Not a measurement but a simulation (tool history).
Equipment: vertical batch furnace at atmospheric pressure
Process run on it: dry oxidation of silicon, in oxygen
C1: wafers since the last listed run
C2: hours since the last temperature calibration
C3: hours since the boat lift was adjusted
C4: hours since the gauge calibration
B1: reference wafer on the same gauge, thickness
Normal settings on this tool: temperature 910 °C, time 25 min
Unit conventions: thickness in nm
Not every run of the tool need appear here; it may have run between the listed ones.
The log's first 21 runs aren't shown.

{"run": 22, "hour": 504.9, "temperature": 888, "time": 14.5, "C1": 131, "C2": 13.8, "C3": 121.3, "C4": 503.6, "B1": 13.4, "thickness": 6.24}
{"run": 23, "hour": 522.8, "temperature": 899, "time": 30, "C1": 178, "C2": 31.7, "C3": 139.2, "C4": 521.5, "B1": 13.41, "thickness": 11.83}
{"hour": 545.5, "done": "gauge calibrated"}
{"run": 24, "hour": 552.0, "temperature": 923, "time": 25, "C1": 291, "C2": 60.9, "C3": 168.4, "C4": 6.5, "B1": 13.4, "thickness": 13.36}
{"run": 25, "hour": 569.3, "temperature": 901, "time": 19, "C1": 172, "C2": 78.2, "C3": 185.7, "C4": 23.8, "B1": 13.4, "thickness": 8.72}
{"run": 26, "hour": 593.3, "temperature": 927, "time": 21.5, "C1": 239, "C2": 102.2, "C3": 209.7, "C4": 47.8, "B1": 13.4, "thickness": 12.51}
{"run": 27, "hour": 628.2, "temperature": 910, "time": 13.5, "C1": 348, "C2": 137.1, "C3": 244.6, "C4": 82.7, "B1": 13.4, "thickness": 7.54}
{"run": 28, "hour": 658.8, "temperature": 886, "time": 35, "C1": 305, "C2": 167.7, "C3": 275.2, "C4": 113.3, "B1": 13.39, "thickness": 11.29}
{"run": 29, "hour": 682.7, "temperature": 928, "time": 34.5, "C1": 238, "C2": 191.6, "C3": 299.1, "C4": 137.2, "B1": 13.4, "thickness": 17.27}
{"run": 30, "hour": 701.0, "temperature": 898, "time": 25, "C1": 182, "C2": 209.9, "C3": 317.4, "C4": 155.5, "B1": 13.4, "thickness": 10.16}
{"run": 31, "hour": 715.6, "temperature": 932, "time": 32, "C1": 145, "C2": 224.5, "C3": 332, "C4": 170.1, "B1": 13.4, "thickness": 17.05}

Consider 3 possible next runs. They are alternatives, not a sequence: every one starts from the tool as it was left by run 31. What does each give?
{"run": "A", "hour": 720.4, "temperature": 910, "time": 25, "C1": 47, "C2": 229.3, "C3": 336.8, "C4": 174.9, "B1": "?", "thickness": "?"}
{"run": "B", "hour": 720.4, "temperature": 920, "time": 36, "C1": 47, "C2": 229.3, "C3": 336.8, "C4": 174.9, "B1": "?", "thickness": "?"}
{"run": "C", "hour": 720.4, "temperature": 929, "time": 35, "C1": 47, "C2": 229.3, "C3": 336.8, "C4": 174.9, "B1": "?", "thickness": "?"}

run=A B1=13.4 thickness=11.64
run=B B1=13.4 thickness=16.52
run=C B1=13.4 thickness=17.66
Stripped of hidden state, with their random variation kept, the same runs would have yielded:
run=A thickness=11.81
run=B thickness=16.75
run=C thickness=17.91

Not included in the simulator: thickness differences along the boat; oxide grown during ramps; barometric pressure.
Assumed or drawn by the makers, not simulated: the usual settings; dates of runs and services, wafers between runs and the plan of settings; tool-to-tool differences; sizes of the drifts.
